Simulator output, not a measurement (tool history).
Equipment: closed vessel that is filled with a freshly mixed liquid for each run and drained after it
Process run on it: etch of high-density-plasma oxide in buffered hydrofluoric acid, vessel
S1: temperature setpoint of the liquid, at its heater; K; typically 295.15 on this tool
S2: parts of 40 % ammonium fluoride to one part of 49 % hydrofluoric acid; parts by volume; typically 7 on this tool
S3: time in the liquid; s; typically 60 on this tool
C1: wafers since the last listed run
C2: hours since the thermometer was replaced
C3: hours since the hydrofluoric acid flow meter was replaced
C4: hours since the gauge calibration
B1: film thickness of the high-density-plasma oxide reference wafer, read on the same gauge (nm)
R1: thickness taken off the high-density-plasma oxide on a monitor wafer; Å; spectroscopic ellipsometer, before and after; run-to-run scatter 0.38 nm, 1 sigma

run,hour,S1,S2,S3,C1,C2,C3,C4,B1,R1
1,0.0,295.15,6,60,0,1032.6,1000.9,624.0,50.76,1056.7
2,49.2,295.15,7,60,3287,1081.8,1050.1,673.2,50.78,931.6
3,80.5,295.15,7,60,2091,1113.1,1081.4,704.5,50.82,932.3
4,104.7,295.15,7,60,1617,1137.3,1105.6,728.7,50.81,934.3
5,118.1,295.15,7,40,895,1150.7,1119.0,742.1,50.83,621.6
6,221.2,295.15,7,40,6889,1253.8,1222.1,845.2,50.83,620.3
7,249.8,295.15,7,40,1911,1282.4,1250.7,873.8,50.85,621.2
# hour 257.1: gauge calibrated
8,272.3,295.15,7,60,1503,1304.9,1273.2,15.2,50.10,913.6
9,292.1,295.15,7,60,1323,1324.7,1293.0,35.0,50.16,921.1
10,321.4,295.15,7,60,1958,1354.0,1322.3,64.3,50.23,919.8
11,338.7,297.15,7,60,1156,1371.3,1339.6,81.6,50.26,1026.6
12,354.1,297.15,7,60,1029,1386.7,1355.0,97.0,50.28,1022.5
13,374.2,297.15,7,60,1343,1406.8,1375.1,117.1,50.32,1034.8
# hour 398.3: thermometer replaced
14,399.5,299.65,7,60,1623,1.2,1400.4,142.4,50.37,1179.6
15,427.6,292.15,7,40,1877,29.3,1428.5,170.5,50.43,519.3

What will run 16 give?
16,440.9,299.65,7,60,888,42.6,1441.8,183.8,?,?

{"run 16": {"B1": 50.45, "R1": 1171.8}}
With the hidden condition absent and the run-to-run variation left alone, this run would have shown R1 1161.1 Å.
